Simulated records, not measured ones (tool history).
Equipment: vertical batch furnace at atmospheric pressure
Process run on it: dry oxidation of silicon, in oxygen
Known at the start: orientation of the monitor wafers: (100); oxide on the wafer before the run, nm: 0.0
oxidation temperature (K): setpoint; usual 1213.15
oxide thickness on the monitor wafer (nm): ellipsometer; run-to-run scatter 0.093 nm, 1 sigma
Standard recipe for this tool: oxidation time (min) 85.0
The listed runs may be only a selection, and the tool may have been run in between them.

run	hour	oxidation temperature (K)	oxidation time (min)	read-back reference wafer on the same gauge, thickness	oxide thickness on the monitor wafer (nm)
1	0.0	1213.15	51.0	32.00	25.62
2	13.6	1213.15	51.0	32.01	25.41
3	32.7	1213.15	51.0	32.01	25.52
4	68.5	1213.15	85.0	31.98	36.00
5	93.1	1213.15	85.0	31.97	36.01
6	118.3	1213.15	85.0	32.01	36.02
7	188.8	1194.15	76.5	31.98	27.66
8	214.4	1194.15	76.5	31.99	27.67
9	234.6	1213.15	85.0	32.01	35.87
# hour 276.0: thermocouples replaced and temperature profile calibrated
10	276.5	1213.15	85.0	32.01	35.89
11	287.8	1206.15	68.5	31.99	28.85
# hour 322.4: boat lift adjusted
12	322.9	1226.15	123.0	32.02	52.31
13	350.0	1235.15	56.0	31.99	33.61
# hour 359.6: gauge calibrated
14	369.5	1213.15	85.0	32.00	35.28
# hour 402.6: boat lift adjusted, repeated, since the last time left the tool worse
15	403.1	1213.15	103.0	31.97	42.37
16	409.1	1224.15	67.5	31.99	35.53
17	441.5	1195.15	96.5	32.00	33.50
18	454.8	1221.15	51.0	31.98	28.59
19	468.6	1222.15	124.0	31.99	52.89
20	501.7	1223.15	85.0	31.98	41.06
21	516.1	1223.15	85.0	32.00	40.91
22	543.4	1213.15	115.5	31.99	45.70

What if the next run were any one of these 4? Each begins from the tool's condition after run 22:
A	549.5	1213.15	85.0	?	?
B	549.5	1213.15	60.0	?	?
C	549.5	1229.15	53.5	?	?
D	549.5	1235.15	57.0	?	?

run	read-back reference wafer on the same gauge, thickness	oxide thickness on the monitor wafer (nm)
A	31.99	36.55
B	31.99	28.86
C	31.99	31.82
D	31.99	35.06
With the hidden condition removed and each run's random variation left untouched, the same runs would have given:
run	oxide thickness on the monitor wafer (nm)
A	36.93
B	29.16
C	32.14
D	35.36
